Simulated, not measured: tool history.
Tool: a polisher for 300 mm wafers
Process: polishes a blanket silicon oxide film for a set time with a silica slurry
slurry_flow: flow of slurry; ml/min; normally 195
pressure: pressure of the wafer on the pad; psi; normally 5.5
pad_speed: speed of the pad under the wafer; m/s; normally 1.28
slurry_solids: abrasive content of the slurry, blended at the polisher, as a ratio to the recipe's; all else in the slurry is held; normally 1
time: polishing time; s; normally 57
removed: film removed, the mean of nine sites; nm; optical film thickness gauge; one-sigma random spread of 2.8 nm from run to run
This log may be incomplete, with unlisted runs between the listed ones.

run,hour,slurry_flow,pressure,pad_speed,slurry_solids,time,"incoming thickness of the incoming film, nm",removed
1,0,195,5.5,1.28,1,57,1746.3,306.3
2,35.8,195,5.5,1.28,1,57,1726.6,298.3
3,61.1,195,5.5,1.28,0.9,57,1717.5,277.8
# hour 76: worn pad replaced by a new one
4,86.3,195,6.8,1.28,1,57,1729.5,352.4
5,144.1,195,5.5,1.28,1,57,1723.7,289.6
6,205.4,195,5.5,1.28,1.15,57,1719.1,309.8
7,244.7,235,5.5,1.28,1,69,1713.3,359.6
# hour 266.5: slurry nozzle cleaned
8,311.5,195,5.5,1.28,0.8,57,1739.9,250.4
# hour 319: slurry blender recalibrated
# hour 357.4: conditioning disc replaced and pad reconditioned
9,374,195,4.2,1.62,1.25,45,1730.4,261.6
10,467.4,195,5.5,1.08,1,57,1709.9,262.9
# hour 597.4: worn pad replaced by a new one
# hour 607.9: head pressure recalibrated
11,663,195,5.5,1.28,0.8,43,1726.1,192.3
12,702.9,240,5.5,1.28,1.25,57,1720.4,333.1
# hour 770.3: slurry blender recalibrated
13,770.7,160,4.7,1.28,1,57,1715.5,266.8
# hour 803.6: slurry nozzle cleaned
14,822.5,195,6.6,1.06,1.1,76,1722.9,427.4
15,863.5,195,5.5,1.28,0.8,43,1686.6,198.3
16,924.2,140,5.5,0.96,0.8,69,1711.4,236.4
# hour 935.4: conditioning disc replaced and pad reconditioned
17,965.9,195,7.2,1.28,1.2,41,1744.9,289.3
18,997.2,195,5.5,1.28,1,57,1733.2,291
19,1023.4,240,5.5,1.28,1,57,1715.6,292
20,1067.6,150,5.5,0.86,0.9,44,1729.5,142.9
21,1112.7,195,5.5,1.28,1,57,1726.4,285.1
# hour 1125.9: worn pad replaced by a new one
22,1183.1,235,5.5,0.9,1,57,1688.9,218.3
23,1208.1,255,7.1,1.28,0.85,74,1704.5,432.1
# hour 1261.9: slurry nozzle cleaned
24,1270.3,195,5.5,1.1,0.9,46,1737.5,191.4
# hour 1274.5: slurry blender recalibrated
25,1441.6,140,5.5,1.64,1,57,1721.2,336.7

Each row is a separate what-if for the run after 25, all from the same tool condition, not one after another. Results?
A,1442,195,5.5,1.28,1,57,1720.9,?
B,1442,150,5.5,1.4,0.75,49,1720.9,?
C,1442,195,5.5,1,1.3,57,1720.9,?
D,1442,195,6.3,1.28,1,57,1720.9,?

run,removed
A,293.1
B,218
C,273.9
D,329.5
Without the tool's hidden state the same runs would have given:
run,removed
A,312.9
B,235.3
C,289.6
D,351.7
